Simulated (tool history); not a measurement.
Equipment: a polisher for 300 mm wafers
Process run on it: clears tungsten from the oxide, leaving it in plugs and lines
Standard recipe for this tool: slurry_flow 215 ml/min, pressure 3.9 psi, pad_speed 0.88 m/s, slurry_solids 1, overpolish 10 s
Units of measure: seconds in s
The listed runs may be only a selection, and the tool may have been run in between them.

| run | hour | slurry_flow | pressure | pad_speed | slurry_solids | overpolish | wafers since the last listed run | wafers polished on this pad | hours since the slurry nozzle was cleaned | hours since the head pressure was calibrated | hours since the slurry blender was calibrated | hours since the slurry got fresh peroxide | incoming thickness of the incoming film, nm | seconds |
|---|---|---|---|---|---|---|---|---|---|---|---|---|---|---|
| 1 | 0 | 215 | 3.9 | 0.88 | 1 | 10 | 0 | 49 | 237 | 783.1 | 140.3 | 6.8 | 459.9 | 123.3 |
|  | 2 | slurry nozzle cleaned |
|  | 13.2 | slurry blender recalibrated |
| 2 | 15.4 | 215 | 3.9 | 0.78 | 1 | 10 | 79 | 129 | 13.4 | 798.5 | 2.2 | 22.2 | 449 | 134.1 |
| 3 | 45.7 | 215 | 3.9 | 0.88 | 1 | 10 | 194 | 323 | 43.7 | 828.8 | 32.5 | 52.5 | 449.9 | 133.8 |
| 4 | 53.7 | 215 | 3.9 | 0.88 | 1 | 10 | 51 | 374 | 51.7 | 836.8 | 40.5 | 60.5 | 449.9 | 131.8 |
| 5 | 60.4 | 215 | 3.9 | 0.88 | 1 | 10 | 43 | 417 | 58.4 | 843.5 | 47.2 | 67.2 | 461.6 | 138.2 |
| 6 | 67.7 | 215 | 3.9 | 0.88 | 1 | 10 | 46 | 464 | 65.7 | 850.8 | 54.5 | 74.5 | 446.5 | 134.4 |
| 7 | 80.5 | 255 | 3.9 | 0.88 | 1 | 10 | 82 | 546 | 78.5 | 863.6 | 67.3 | 87.3 | 451.6 | 136.1 |
| 8 | 88 | 255 | 3.9 | 0.88 | 1 | 10 | 48 | 595 | 86 | 871.1 | 74.8 | 94.8 | 459.7 | 135.6 |
|  | 89.8 | slurry tank refilled with fresh slurry and peroxide |
| 9 | 97.4 | 255 | 3.9 | 0.88 | 1 | 10 | 53 | 649 | 95.4 | 880.5 | 84.2 | 7.6 | 458.7 | 130.1 |
| 10 | 112 | 215 | 3.9 | 0.88 | 1 | 6 | 93 | 742 | 110 | 895.1 | 98.8 | 22.2 | 451.1 | 135.9 |
|  | 124.2 | worn pad replaced by a new one |
|  | 133.1 | head pressure recalibrated |
| 11 | 160.9 | 215 | 3.9 | 0.88 | 1 | 6 | 275 | 222 | 158.9 | 27.8 | 147.7 | 71.1 | 447 | 132.2 |
| 12 | 173.7 | 215 | 3.9 | 0.88 | 1 | 10 | 82 | 304 | 171.7 | 40.6 | 160.5 | 83.9 | 451.5 | 132.8 |
|  | 186.2 | slurry tank refilled with fresh slurry and peroxide |
|  | 190.9 | slurry blender recalibrated |
| 13 | 200.2 | 190 | 3.9 | 0.88 | 1 | 10 | 150 | 455 | 198.2 | 67.1 | 9.3 | 14 | 460.6 | 129.2 |
| 14 | 216.4 | 190 | 3.9 | 0.88 | 1.25 | 14 | 103 | 559 | 214.4 | 83.3 | 25.5 | 30.2 | 459.1 | 128.4 |

Expected results for the next run?
| 15 | 230.7 | 150 | 3.9 | 0.7 | 1.2 | 5 | 91 | 651 | 228.7 | 97.6 | 39.8 | 44.5 | 460.5 | ? |

seconds: 160.1 s
Take away the tool's hidden state, keep the run-to-run variation as it was, and the same run would have given seconds 141.8 s.
